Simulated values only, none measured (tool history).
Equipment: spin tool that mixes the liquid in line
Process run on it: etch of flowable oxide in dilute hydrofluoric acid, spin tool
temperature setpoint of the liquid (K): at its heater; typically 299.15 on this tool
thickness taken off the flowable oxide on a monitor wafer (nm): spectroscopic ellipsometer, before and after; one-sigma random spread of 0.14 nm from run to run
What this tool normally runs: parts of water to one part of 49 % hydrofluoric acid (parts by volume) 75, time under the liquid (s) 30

run,hour,temperature setpoint of the liquid (K),parts of water to one part of 49 % hydrofluoric acid (parts by volume),time under the liquid (s),"read-back film thickness of the flowable oxide reference wafer, read on the same gauge (nm)",thickness taken off the flowable oxide on a monitor wafer (nm)
1,0,300.65,75,20,59.99,21.28
2,55.8,300.65,75,20,60.01,21.31
3,90.1,299.15,75,30,59.98,30.15
4,117.8,299.15,75,30,60,30.35
5,172.8,299.15,75,30,60,30.37
6,219.8,297.15,75,30,60.03,27.97
7,267.5,301.65,75,30,60.01,33.2
8,301.1,301.65,75,30,60.02,33.27
9,347.4,299.15,75,30,60,30.54
10,413.1,299.15,75,30,60.02,30.36
11,460,299.15,75,30,60.01,30.54
12,518.2,299.15,75,30,60,30.32
13,586.3,299.15,75,30,59.98,30.47
14,657.3,296.15,75,30,60,27.13
15,710.2,299.15,75,30,60.03,30.68
16,745.8,299.15,75,30,59.98,30.64
17,798.6,299.15,110,50,60,33.38
18,872.1,299.15,75,30,60.04,30.7
19,904.3,299.15,75,30,59.97,30.78
20,973,299.15,95,15,59.98,11.86
21,1100.5,299.15,75,20,59.98,20.51
22,1145,304.15,55,40,60,70.2
23,1207,294.15,90,15,60.01,10.39
24,1326.4,299.15,75,30,59.98,28.39
25,1395.9,299.15,75,30,60.03,28.58
26,1547.4,299.15,50,30,60.01,44.32
27,1609.9,301.15,90,45,60,37.74
28,1642.6,303.65,105,30,60,23.28
29,1679,294.65,100,45,60,26.16
30,1706.3,299.15,75,30,59.99,28.66
31,1767.2,299.15,75,45,59.98,43.23
32,1797.7,301.65,60,35,60.01,47.5
33,1841.8,299.15,75,30,59.99,28.98
34,1883.4,295.65,40,15,60.03,24.67

Put back what was entered between runs (3 entries, withheld): which listed runs does each sit between, and how does the hidden state differ from the listed run before to the listed run after?
From run 13 to run 14: gauge calibrated (hour 602.2)
  liquid hotter than its thermometer reads (K): 2.1 -> 2.16
  measured value less the no-hidden-state value, thickness taken off the flowable oxide on a monitor wafer (nm): +2.42 -> +2.27
From run 22 to run 23: hydrofluoric acid flow meter replaced (hour 1192.5)
  liquid hotter than its thermometer reads (K): 2.54 -> 2.59
  measured value less the no-hidden-state value, thickness taken off the flowable oxide on a monitor wafer (nm): +6.52 -> +1.03
From run 23 to run 24: thermometer replaced (hour 1323.1)
  liquid hotter than its thermometer reads (K): 2.59 -> 0.307
  measured value less the no-hidden-state value, thickness taken off the flowable oxide on a monitor wafer (nm): +1.03 -> +0.35
